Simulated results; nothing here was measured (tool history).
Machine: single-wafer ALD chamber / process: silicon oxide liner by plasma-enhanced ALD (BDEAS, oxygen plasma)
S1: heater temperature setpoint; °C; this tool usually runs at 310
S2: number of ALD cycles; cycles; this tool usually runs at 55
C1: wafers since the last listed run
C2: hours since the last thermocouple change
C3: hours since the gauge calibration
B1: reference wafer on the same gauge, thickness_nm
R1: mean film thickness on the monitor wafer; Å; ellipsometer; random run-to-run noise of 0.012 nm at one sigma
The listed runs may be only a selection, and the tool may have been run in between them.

{"run": 1, "hour": 0.0, "S1": 315, "S2": 55, "C1": 0, "C2": 2369.9, "C3": 267.6, "B1": 4.923, "R1": 47.63}
{"run": 2, "hour": 14.8, "S1": 310, "S2": 55, "C1": 109, "C2": 2384.7, "C3": 282.4, "B1": 4.926, "R1": 48.03}
{"run": 3, "hour": 26.7, "S1": 310, "S2": 55, "C1": 87, "C2": 2396.6, "C3": 294.3, "B1": 4.928, "R1": 48.32}
{"run": 4, "hour": 36.9, "S1": 310, "S2": 55, "C1": 75, "C2": 2406.8, "C3": 304.5, "B1": 4.933, "R1": 48.14}
{"run": 5, "hour": 43.7, "S1": 302, "S2": 55, "C1": 50, "C2": 2413.6, "C3": 311.3, "B1": 4.929, "R1": 48.5}
{"run": 6, "hour": 96.7, "S1": 310, "S2": 55, "C1": 391, "C2": 2466.6, "C3": 364.3, "B1": 4.94, "R1": 48.19}
{"run": 7, "hour": 107.9, "S1": 305, "S2": 55, "C1": 82, "C2": 2477.8, "C3": 375.5, "B1": 4.942, "R1": 48.5}
{"run": 8, "hour": 125.8, "S1": 305, "S2": 55, "C1": 132, "C2": 2495.7, "C3": 393.4, "B1": 4.948, "R1": 48.61}
{"run": 9, "hour": 140.6, "S1": 317, "S2": 55, "C1": 109, "C2": 2510.5, "C3": 408.2, "B1": 4.95, "R1": 47.83}
{"run": 10, "hour": 148.0, "S1": 317, "S2": 55, "C1": 54, "C2": 2517.9, "C3": 415.6, "B1": 4.952, "R1": 48.1}
{"run": 11, "hour": 160.7, "S1": 317, "S2": 55, "C1": 93, "C2": 2530.6, "C3": 428.3, "B1": 4.957, "R1": 47.85}
{"run": 12, "hour": 174.3, "S1": 310, "S2": 55, "C1": 100, "C2": 2544.2, "C3": 441.9, "B1": 4.959, "R1": 48.48}
{"hour": 192.3, "done": "thermocouple changed; heater temperature recalibrated"}
{"run": 13, "hour": 192.8, "S1": 310, "S2": 55, "C1": 77, "C2": 0.5, "C3": 460.4, "B1": 4.963, "R1": 48.35}
{"run": 14, "hour": 208.2, "S1": 320, "S2": 48, "C1": 113, "C2": 15.9, "C3": 475.8, "B1": 4.966, "R1": 41.75}
{"run": 15, "hour": 218.5, "S1": 310, "S2": 55, "C1": 76, "C2": 26.2, "C3": 486.1, "B1": 4.972, "R1": 48.47}
{"run": 16, "hour": 227.8, "S1": 310, "S2": 55, "C1": 68, "C2": 35.5, "C3": 495.4, "B1": 4.972, "R1": 48.67}
{"run": 17, "hour": 237.9, "S1": 310, "S2": 55, "C1": 74, "C2": 45.6, "C3": 505.5, "B1": 4.978, "R1": 48.74}
{"run": 18, "hour": 252.2, "S1": 310, "S2": 62, "C1": 105, "C2": 59.9, "C3": 519.8, "B1": 4.98, "R1": 54.83}
{"run": 19, "hour": 264.8, "S1": 310, "S2": 62, "C1": 93, "C2": 72.5, "C3": 532.4, "B1": 4.983, "R1": 54.8}
{"run": 20, "hour": 271.2, "S1": 310, "S2": 55, "C1": 47, "C2": 78.9, "C3": 538.8, "B1": 4.986, "R1": 48.55}
{"run": 21, "hour": 281.2, "S1": 310, "S2": 52, "C1": 73, "C2": 88.9, "C3": 548.8, "B1": 4.99, "R1": 46.05}
{"run": 22, "hour": 288.7, "S1": 310, "S2": 52, "C1": 55, "C2": 96.4, "C3": 556.3, "B1": 4.991, "R1": 46.13}
{"run": 23, "hour": 298.7, "S1": 302, "S2": 48, "C1": 73, "C2": 106.4, "C3": 566.3, "B1": 4.995, "R1": 42.94}
{"run": 24, "hour": 314.2, "S1": 310, "S2": 55, "C1": 114, "C2": 121.9, "C3": 581.8, "B1": 4.998, "R1": 48.84}
{"run": 25, "hour": 326.3, "S1": 300, "S2": 45, "C1": 89, "C2": 134.0, "C3": 593.9, "B1": 5.002, "R1": 40.41}
{"run": 26, "hour": 340.1, "S1": 310, "S2": 55, "C1": 101, "C2": 147.8, "C3": 607.7, "B1": 5.008, "R1": 49.04}
{"run": 27, "hour": 348.1, "S1": 323, "S2": 47, "C1": 59, "C2": 155.8, "C3": 615.7, "B1": 5.013, "R1": 41.31}
{"run": 28, "hour": 358.6, "S1": 316, "S2": 61, "C1": 77, "C2": 166.3, "C3": 626.2, "B1": 5.015, "R1": 53.9}
{"run": 29, "hour": 373.0, "S1": 300, "S2": 65, "C1": 106, "C2": 180.7, "C3": 640.6, "B1": 5.023, "R1": 58.46}
{"run": 30, "hour": 404.0, "S1": 319, "S2": 50, "C1": 228, "C2": 211.7, "C3": 671.6, "B1": 5.032, "R1": 44.22}
{"run": 31, "hour": 412.7, "S1": 304, "S2": 50, "C1": 64, "C2": 220.4, "C3": 680.3, "B1": 5.036, "R1": 44.89}
{"run": 32, "hour": 423.6, "S1": 310, "S2": 61, "C1": 80, "C2": 231.3, "C3": 691.2, "B1": 5.04, "R1": 54.83}
{"run": 33, "hour": 433.6, "S1": 317, "S2": 46, "C1": 73, "C2": 241.3, "C3": 701.2, "B1": 5.046, "R1": 40.83}
{"run": 34, "hour": 445.7, "S1": 310, "S2": 55, "C1": 89, "C2": 253.4, "C3": 713.3, "B1": 5.049, "R1": 49.28}
{"run": 35, "hour": 454.1, "S1": 310, "S2": 55, "C1": 62, "C2": 261.8, "C3": 721.7, "B1": 5.053, "R1": 49.35}
{"run": 36, "hour": 461.8, "S1": 324, "S2": 44, "C1": 56, "C2": 269.5, "C3": 729.4, "B1": 5.057, "R1": 38.96}
{"hour": 462.4, "done": "gauge calibrated"}
{"run": 37, "hour": 470.0, "S1": 310, "S2": 55, "C1": 60, "C2": 277.7, "C3": 7.6, "B1": 4.913, "R1": 47.97}
{"run": 38, "hour": 485.8, "S1": 301, "S2": 44, "C1": 116, "C2": 293.5, "C3": 23.4, "B1": 4.913, "R1": 38.79}
{"run": 39, "hour": 493.1, "S1": 310, "S2": 55, "C1": 53, "C2": 300.8, "C3": 30.7, "B1": 4.91, "R1": 48.15}
{"run": 40, "hour": 507.1, "S1": 310, "S2": 55, "C1": 103, "C2": 314.8, "C3": 44.7, "B1": 4.914, "R1": 48.19}
{"run": 41, "hour": 540.4, "S1": 316, "S2": 59, "C1": 245, "C2": 348.1, "C3": 78.0, "B1": 4.916, "R1": 50.99}
{"run": 42, "hour": 550.8, "S1": 310, "S2": 51, "C1": 76, "C2": 358.5, "C3": 88.4, "B1": 4.914, "R1": 44.63}
{"run": 43, "hour": 564.9, "S1": 303, "S2": 55, "C1": 104, "C2": 372.6, "C3": 102.5, "B1": 4.916, "R1": 48.36}
{"run": 44, "hour": 573.6, "S1": 320, "S2": 51, "C1": 64, "C2": 381.3, "C3": 111.2, "B1": 4.913, "R1": 43.93}
{"run": 45, "hour": 585.0, "S1": 323, "S2": 52, "C1": 84, "C2": 392.7, "C3": 122.6, "B1": 4.914, "R1": 44.54}
{"run": 46, "hour": 601.5, "S1": 295, "S2": 55, "C1": 121, "C2": 409.2, "C3": 139.1, "B1": 4.918, "R1": 49.16}
{"run": 47, "hour": 611.8, "S1": 321, "S2": 45, "C1": 76, "C2": 419.5, "C3": 149.4, "B1": 4.919, "R1": 38.75}

What the log doesn't show, run by run:
wafer temperature above the value expected at the setpoint (K): 0 across all the runs
H1: gauge reads high (%)
run=1 H1=0.272
run=2 H1=0.32
run=3 H1=0.36
run=4 H1=0.396
run=5 H1=0.421
run=6 H1=0.633
run=7 H1=0.681
run=8 H1=0.763
run=9 H1=0.833
run=10 H1=0.869
run=11 H1=0.932
run=12 H1=1
run=13 H1=1.1
run=14 H1=1.19
run=15 H1=1.24
run=16 H1=1.3
run=17 H1=1.36
run=18 H1=1.44
run=19 H1=1.52
run=20 H1=1.56
run=21 H1=1.63
run=22 H1=1.68
run=23 H1=1.74
run=24 H1=1.85
run=25 H1=1.93
run=26 H1=2.03
run=27 H1=2.09
run=28 H1=2.16
run=29 H1=2.27
run=30 H1=2.51
run=31 H1=2.58
run=32 H1=2.67
run=33 H1=2.75
run=34 H1=2.85
run=35 H1=2.92
run=36 H1=2.99
run=37 H1=0.0627
run=38 H1=0.0656
run=39 H1=0.0679
run=40 H1=0.0742
run=41 H1=0.0983
run=42 H1=0.109
run=43 H1=0.124
run=44 H1=0.135
run=45 H1=0.151
run=46 H1=0.177
run=47 H1=0.194
